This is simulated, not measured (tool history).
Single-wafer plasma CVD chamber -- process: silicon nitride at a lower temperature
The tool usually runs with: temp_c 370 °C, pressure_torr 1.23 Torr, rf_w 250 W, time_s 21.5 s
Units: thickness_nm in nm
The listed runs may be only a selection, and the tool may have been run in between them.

run,hour,temp_c,pressure_torr,rf_w,time_s,"read-back reference wafer on the same gauge, thickness_nm",thickness_nm
1,0.0,370,1.23,250,21.5,22.409,20.079
2,75.7,370,1.23,250,21.5,22.386,19.993
3,180.5,370,1.23,250,21.5,22.407,19.999
4,230.1,370,1.23,250,21.5,22.370,19.898
5,313.7,370,1.23,250,21.5,22.383,19.672
6,413.2,370,1.23,250,21.5,22.405,19.704
# hour 428.3: RF generator calibrated
7,480.1,378,1.23,250,21.5,22.432,19.843
# hour 623.6: gauge calibrated
8,633.8,370,1.23,275,21.5,22.387,20.799
9,679.6,370,1.23,275,21.5,22.393,20.819
10,773.0,370,1.23,250,21.5,22.377,19.947
# hour 813.4: capacitance manometer re-zeroed and calibrated
11,822.4,370,1.23,250,21.5,22.398,20.162
12,913.5,370,1.23,250,21.5,22.411,20.193
13,955.8,370,1.23,250,21.5,22.422,19.980
14,1007.9,383,1.06,250,21.5,22.395,19.198
# hour 1082.2: showerhead replaced
15,1082.7,360,1.15,270,25.2,22.392,23.765
16,1111.8,370,1.23,235,25.2,22.395,22.811
17,1190.4,370,0.99,290,21.5,22.387,20.001
18,1240.6,377,1.23,215,21.5,22.388,18.753
# hour 1274.7: thermocouple changed; heater temperature recalibrated
19,1333.8,370,1.23,235,25.2,22.380,22.929
20,1374.7,370,1.23,250,23.3,22.401,21.740
# hour 1466.6: RF generator calibrated
21,1478.2,370,1.23,250,21.5,22.398,20.272
22,1530.1,366,0.95,250,21.5,22.393,18.441
23,1576.1,363,1.46,205,21.5,22.411,19.592
24,1638.5,370,1.23,250,21.5,22.377,20.175
25,1685.1,364,0.98,250,20.3,22.377,17.614
26,1749.5,370,1.23,270,24.9,22.405,24.034
27,1805.3,358,1.23,250,21.5,22.411,20.321
28,1855.3,370,1.50,220,17.9,22.390,16.869
29,1914.0,370,1.23,250,19.6,22.395,18.324

The logged runs with the hidden state left out (each run's random variation unchanged):
What the log doesn't record here: wafer temperature above the value expected at the setpoint (K); delivered RF power above the setpoint (%); true pressure above the setpoint (%); gauge reads high (%).
run,thickness_nm
1,20.311
2,20.273
3,20.356
4,20.293
5,20.132
6,20.257
7,20.084
8,21.117
9,21.161
10,20.326
11,20.249
12,20.305
13,20.103
14,19.335
15,23.972
16,23.022
17,20.225
18,18.997
19,23.280
20,22.102
21,20.365
22,18.542
23,19.697
24,20.297
25,17.736
26,24.217
27,20.496
28,17.027
29,18.523
